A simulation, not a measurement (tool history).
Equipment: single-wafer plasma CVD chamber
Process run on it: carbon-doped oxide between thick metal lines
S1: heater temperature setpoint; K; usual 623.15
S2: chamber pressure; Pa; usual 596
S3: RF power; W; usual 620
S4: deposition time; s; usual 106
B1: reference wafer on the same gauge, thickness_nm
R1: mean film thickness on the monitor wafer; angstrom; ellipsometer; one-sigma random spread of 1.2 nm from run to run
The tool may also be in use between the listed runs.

run,hour,S1,S2,S3,S4,B1,R1
1,0,623.15,596,620,106,667.525,5851.07
2,27.5,632.15,641,620,106,668.104,5772.36
3,61.3,632.15,641,620,106,667.714,5760.56
4,85.4,632.15,641,620,106,667.84,5766.92
5,111.7,623.15,596,620,106,667.584,5837.84
6,200.4,623.15,596,620,106,667.772,5836.36
# hour 229.7: showerhead replaced
7,230.3,623.15,596,620,106,667.976,5820.84
# hour 232.4: gauge calibrated
8,260.3,623.15,596,620,106,667.931,5811.98
# hour 290.8: thermocouple changed; heater temperature recalibrated
9,291.3,614.15,708,580,97,667.561,5372.89
10,305.9,623.15,596,620,106,667.846,5889.64
# hour 333.5: RF generator calibrated
11,334.8,623.15,712,620,106,667.991,6014.92

Run 12 comes next. What will it give?
# hour 359.6: capacitance manometer re-zeroed and calibrated
12,362.1,623.15,596,620,106,?,?

B1: 667.737
R1: 5878.93 angstrom
Were there no unlogged condition in the tool, this run, its random variation unchanged, would have produced R1 5905.21 angstrom.
